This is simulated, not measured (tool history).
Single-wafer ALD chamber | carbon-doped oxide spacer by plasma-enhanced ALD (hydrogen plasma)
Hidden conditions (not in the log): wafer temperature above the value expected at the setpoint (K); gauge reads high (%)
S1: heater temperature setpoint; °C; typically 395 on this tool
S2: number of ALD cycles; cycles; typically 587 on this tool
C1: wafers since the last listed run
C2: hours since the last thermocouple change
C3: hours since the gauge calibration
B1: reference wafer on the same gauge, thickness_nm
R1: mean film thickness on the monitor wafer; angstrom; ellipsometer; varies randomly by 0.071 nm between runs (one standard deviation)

Run 1, hour 0.0: usual settings but S2 545 cycles; C1 0; C2 816.4; C3 737.3; B1 26.992. Result: R1 263.07 angstrom.
Run 2, hour 98.7: usual settings but S2 545 cycles; C1 61; C2 915.1; C3 836.0; B1 26.982. Result: R1 262.20 angstrom.
Run 3, hour 198.7: usual settings but S2 545 cycles; C1 61; C2 1015.1; C3 936.0; B1 26.998. Result: R1 262.45 angstrom.
Run 4, hour 289.8: usual settings; C1 56; C2 1106.2; C3 1027.1; B1 27.003. Result: R1 282.59 angstrom.
Run 5, hour 341.8: usual settings; C1 32; C2 1158.2; C3 1079.1; B1 26.995. Result: R1 283.36 angstrom.
Run 6, hour 411.7: usual settings; C1 43; C2 1228.1; C3 1149.0; B1 26.987. Result: R1 282.25 angstrom.
Run 7, hour 494.7: usual settings; C1 51; C2 1311.1; C3 1232.0; B1 26.993. Result: R1 282.98 angstrom.
Run 8, hour 571.0: usual settings; C1 47; C2 1387.4; C3 1308.3; B1 27.012. Result: R1 282.73 angstrom.
Run 9, hour 647.1: usual settings; C1 47; C2 1463.5; C3 1384.4; B1 26.995. Result: R1 282.25 angstrom.
Run 10, hour 730.4: usual settings; C1 51; C2 1546.8; C3 1467.7; B1 26.991. Result: R1 282.46 angstrom.
Run 11, hour 794.3: usual settings; C1 39; C2 1610.7; C3 1531.6; B1 27.001. Result: R1 284.19 angstrom.
Run 12, hour 861.8: usual settings; C1 41; C2 1678.2; C3 1599.1; B1 26.999. Result: R1 282.71 angstrom.
At hour 895.8: thermocouple changed; heater temperature recalibrated.
Run 13, hour 905.8: usual settings but S1 408 °C; C1 22; C2 10.0; C3 1643.1; B1 27.000. Result: R1 277.23 angstrom.
Run 14, hour 951.0: usual settings but S1 402 °C, S2 657 cycles; C1 28; C2 55.2; C3 1688.3; B1 27.001. Result: R1 314.97 angstrom.
Run 15, hour 1013.5: usual settings but S1 386 °C, S2 681 cycles; C1 38; C2 117.7; C3 1750.8; B1 26.997. Result: R1 329.58 angstrom.
Run 16, hour 1117.3: usual settings; C1 64; C2 221.5; C3 1854.6; B1 26.994. Result: R1 282.35 angstrom.
Run 17, hour 1173.8: usual settings but S1 384 °C, S2 651 cycles; C1 35; C2 278.0; C3 1911.1; B1 26.997. Result: R1 312.72 angstrom.
At hour 1207.9: gauge calibrated.
Run 18, hour 1340.9: usual settings but S2 474 cycles; C1 103; C2 445.1; C3 133.0; B1 27.005. Result: R1 228.06 angstrom.
Run 19, hour 1403.6: usual settings but S1 384 °C; C1 38; C2 507.8; C3 195.7; B1 27.001. Result: R1 282.80 angstrom.
Run 20, hour 1471.4: usual settings but S1 408 °C, S2 526 cycles; C1 42; C2 575.6; C3 263.5; B1 26.999. Result: R1 248.61 angstrom.
Run 21, hour 1557.3: usual settings but S1 384 °C, S2 651 cycles; C1 53; C2 661.5; C3 349.4; B1 26.996. Result: R1 313.86 angstrom.
Run 22, hour 1601.0: usual settings but S1 384 °C, S2 515 cycles; C1 27; C2 705.2; C3 393.1; B1 27.000. Result: R1 246.48 angstrom.
Run 23, hour 1691.9: usual settings but S1 384 °C, S2 471 cycles; C1 56; C2 796.1; C3 484.0; B1 26.989. Result: R1 227.16 angstrom.
Run 24, hour 1966.8: usual settings but S1 407 °C, S2 682 cycles; C1 170; C2 1071.0; C3 758.9; B1 27.004. Result: R1 322.12 angstrom.

Exercise: give the hidden state of the tool at every run:
wafer temperature above the value expected at the setpoint (K): 0 across all the runs
gauge reads high (%): 0 across all the runs
